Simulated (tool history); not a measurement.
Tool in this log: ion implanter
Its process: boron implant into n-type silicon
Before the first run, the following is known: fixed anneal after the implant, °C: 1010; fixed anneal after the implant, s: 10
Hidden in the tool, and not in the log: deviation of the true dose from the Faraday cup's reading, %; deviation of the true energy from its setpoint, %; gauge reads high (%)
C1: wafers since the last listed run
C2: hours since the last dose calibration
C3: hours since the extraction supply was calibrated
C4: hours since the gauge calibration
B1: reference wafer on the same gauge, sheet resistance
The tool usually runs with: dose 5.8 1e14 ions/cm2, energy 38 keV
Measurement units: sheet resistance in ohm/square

run 1 hour=0 | dose=4.65 energy=38 | C1=0 C2=1479.2 C3=3933.4 C4=1785.3 | B1=152.89 | sheet_resistance=203.28
run 2 hour=55 | dose=4.65 energy=38 | C1=868 C2=1534.2 C3=3988.4 C4=1840.3 | B1=153.07 | sheet_resistance=203.63
run 3 hour=82.3 | dose=5.8 energy=38 | C1=430 C2=1561.5 C3=4015.7 C4=1867.6 | B1=152.94 | sheet_resistance=169.78
run 4 hour=117.7 | dose=6.85 energy=38 | C1=558 C2=1596.9 C3=4051.1 C4=1903 | B1=152.53 | sheet_resistance=147.33
run 5 hour=142.9 | dose=5.35 energy=38 | C1=397 C2=1622.1 C3=4076.3 C4=1928.2 | B1=152.84 | sheet_resistance=180.57
run 6 hour=200.5 | dose=5.35 energy=38 | C1=909 C2=1679.7 C3=4133.9 C4=1985.8 | B1=152.64 | sheet_resistance=184.19
run 7 hour=231.2 | dose=5.35 energy=38 | C1=484 C2=1710.4 C3=4164.6 C4=2016.5 | B1=152.82 | sheet_resistance=182.32
run 8 hour=262.4 | dose=5.04 energy=31.5 | C1=492 C2=1741.6 C3=4195.8 C4=2047.7 | B1=153.17 | sheet_resistance=196.14
run 9 hour=298.4 | dose=5.8 energy=38 | C1=568 C2=1777.6 C3=4231.8 C4=2083.7 | B1=153.01 | sheet_resistance=173.47
-- hour=318.3 gauge calibrated
run 10 hour=333.2 | dose=5.8 energy=38 | C1=549 C2=1812.4 C3=4266.6 C4=14.9 | B1=152.77 | sheet_resistance=171.64
run 11 hour=387.1 | dose=5.8 energy=38 | C1=850 C2=1866.3 C3=4320.5 C4=68.8 | B1=152.97 | sheet_resistance=172.51
run 12 hour=436.7 | dose=5.8 energy=38 | C1=783 C2=1915.9 C3=4370.1 C4=118.4 | B1=152.96 | sheet_resistance=173.74
run 13 hour=477.5 | dose=5.8 energy=38 | C1=644 C2=1956.7 C3=4410.9 C4=159.2 | B1=152.85 | sheet_resistance=173.69
run 14 hour=547.3 | dose=7.2 energy=44.5 | C1=1101 C2=2026.5 C3=4480.7 C4=229 | B1=152.81 | sheet_resistance=143.91
run 15 hour=614 | dose=5.8 energy=50.5 | C1=1053 C2=2093.2 C3=4547.4 C4=295.7 | B1=152.83 | sheet_resistance=167.33
run 16 hour=640.1 | dose=5.8 energy=43.5 | C1=412 C2=2119.3 C3=4573.5 C4=321.8 | B1=153.08 | sheet_resistance=171.98
run 17 hour=677.8 | dose=5.8 energy=38 | C1=595 C2=2157 C3=4611.2 C4=359.5 | B1=152.67 | sheet_resistance=173.99
run 18 hour=744.2 | dose=5.8 energy=38 | C1=1048 C2=2223.4 C3=4677.6 C4=425.9 | B1=152.84 | sheet_resistance=173.78
-- hour=788 extraction supply calibrated
run 19 hour=811 | dose=5.16 energy=28.5 | C1=928 C2=2290.2 C3=23 C4=492.7 | B1=152.84 | sheet_resistance=196.82
run 20 hour=864.9 | dose=5.8 energy=38 | C1=850 C2=2344.1 C3=76.9 C4=546.6 | B1=152.85 | sheet_resistance=173.89
run 21 hour=923.8 | dose=5.8 energy=38 | C1=929 C2=2403 C3=135.8 C4=605.5 | B1=152.69 | sheet_resistance=175.73

Run 22 has not been measured yet. What should we expect?
run 22 hour=987.3 | dose=4.59 energy=29 | C1=1002 C2=2466.5 C3=199.3 C4=669 | B1=? | sheet_resistance=?

For run 22 the tool returned B1 152.83, sheet resistance 215.17 ohm/square.
Without the tool's hidden state the same run would have given sheet resistance 207.35 ohm/square.
